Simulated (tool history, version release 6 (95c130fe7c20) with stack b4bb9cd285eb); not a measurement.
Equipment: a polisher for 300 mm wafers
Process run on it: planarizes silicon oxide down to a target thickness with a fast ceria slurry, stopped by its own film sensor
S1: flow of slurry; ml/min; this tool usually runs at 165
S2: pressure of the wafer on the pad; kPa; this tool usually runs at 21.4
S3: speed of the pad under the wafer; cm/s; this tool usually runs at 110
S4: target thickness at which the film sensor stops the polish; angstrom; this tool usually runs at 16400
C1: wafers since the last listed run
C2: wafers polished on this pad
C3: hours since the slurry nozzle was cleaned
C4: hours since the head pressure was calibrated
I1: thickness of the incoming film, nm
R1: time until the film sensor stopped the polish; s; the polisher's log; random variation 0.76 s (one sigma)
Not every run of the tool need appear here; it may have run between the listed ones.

run    hour   S1    S2   S3     S4    C1    C2     C3     C4      I1     R1
  1     0.0  165  21.4  110  16400     0  2000  142.6  386.7  2822.6   57.0
  2    29.7  165  21.4  110  16400   351  2351  172.3  416.4  2735.7   52.9
  3   212.4  165  21.4  110  16400  2160  4512  355.0  599.1  2782.9   55.2
  4   247.6  165  21.4  110  16400   416  4928  390.2  634.3  2766.5   56.0
  5   307.2  165  21.4  110  16400   704  5633  449.8  693.9  2827.6   58.3
  6   362.6  165  21.4  110  16400   655  6288  505.2  749.3  2774.6   55.7
      426.9  -- head pressure recalibrated
  7   429.5  165  21.4  110  16400   767  7056  572.1    2.6  2758.1   58.3
      458.2  -- worn pad replaced by a new one
      471.0  -- slurry nozzle cleaned
  8   584.0  165  21.4  110  16400  1767  1475  113.0  157.1  2771.1   56.5
  9   626.7  120  21.4  110  16400   504  1980  155.7  199.8  2747.8   55.4
 10   679.9  165  21.4  110  16400   629  2609  208.9  253.0  2785.0   54.8
 11   744.1  165  21.4  100  16400   759  3368  273.1  317.2  2792.1   60.6
 12   775.0  165  21.4  100  16400   365  3734  304.0  348.1  2789.6   60.2
 13   839.9  165  21.4  110  16400   767  4501  368.9  413.0  2804.6   58.3
 14   890.4  165  17.2  146  19170   597  5098  419.4  463.5  2773.0   41.0
 15   953.8  135  21.4  110  16400   749  5848  482.8  526.9  2827.1   62.9
      975.9  -- slurry nozzle cleaned
      994.8  -- worn pad replaced by a new one
 16  1014.5  125  23.4  140  16400   658   232   38.6  587.6  2825.5   43.6
 17  1060.8  105  25.5  110  13330   547   780   84.9  633.9  2849.0   65.8
 18  1139.5  105  25.5  110  13330   930  1710  163.6  712.6  2784.2   62.5
 19  1200.3  165  21.4  110  16400   719  2429  224.4  773.4  2789.9   54.4
     1241.0  -- head pressure recalibrated
 20  1270.3  140  15.9   82  16400   804  3234  294.4   29.3  2790.6  101.1
 21  1302.6  165  21.4  110  16400   381  3616  326.7   61.6  2811.1   60.4
 22  1342.5  165  21.4  110  16400   471  4087  366.6  101.5  2782.5   57.1
 23  1395.9  165  21.4  110  16400   631  4719  420.0  154.9  2834.2   60.9
 24  1429.0  200  21.4  110  16400   391  5110  453.1  188.0  2778.9   55.1
 25  1483.2  165  21.4  110  16400   640  5751  507.3  242.2  2773.8   59.5
 26  1547.7  165  21.4  128  16400   762  6514  571.8  306.7  2825.3   55.3
 27  1578.1  165  17.9  110  17830   359  6874  602.2  337.1  2832.7   65.8
     1613.6  -- slurry nozzle cleaned
     1619.5  -- worn pad replaced by a new one
 28  1627.2  165  21.4  110  16400   521    90   13.6  386.2  2808.5   55.3
 29  1656.2  165  21.4  136  18360   342   433   42.6  415.2  2797.8   37.6
 30  1686.2  125  21.4  110  16400   354   788   72.6  445.2  2780.8   56.2
 31  1725.4  165  21.4   76  16400   463  1252  111.8  484.4  2802.9   71.0
 32  1768.5  190  26.9   92  16400   509  1761  154.9  527.5  2799.8   47.8
 33  1813.9  125  19.3  146  15280   536  2298  200.3  572.9  2784.1   55.5
 34  1850.6  200  21.4  110  16400   434  2732  237.0  609.6  2813.7   53.2
 35  1882.4  165  21.4  110  16400   376  3108  268.8  641.4  2861.8   58.5
 36  1924.2  165  21.4  110  16400   494  3603  310.6  683.2  2753.6   52.7
 37  1971.4  110  19.3  110  20380   558  4161  357.8  730.4  2796.9   42.5

Measured minus without-hidden-state, run by run (identical run-to-run variation in each term; gauge scatter may differ):
Hidden conditions of the tool in this case: removal rate lost through wear of the pad, %; slurry flow missing at the pad, %; deviation of the head's pressure from its setpoint, %.
run    R1
  1  -0.5
  2  -0.3
  3  +0.3
  4  +0.5
  5  +0.9
  6  +1.3
  7  +5.4
  8  -0.1
  9  +0.3
 10  +0.0
 11  +0.3
 12  +0.5
 13  +0.7
 14  +0.7
 15  +2.3
 16  -1.5
 17  -1.7
 18  -1.1
 19  -1.5
 20  +4.0
 21  +2.1
 22  +2.3
 23  +2.9
 24  +2.1
 25  +3.5
 26  +4.0
 27  +5.1
 28  -2.3
 29  -1.5
 30  -2.0
 31  -2.6
 32  -1.8
 33  -1.3
 34  -1.9
 35  -1.5
 36  -1.2
 37  +0.2
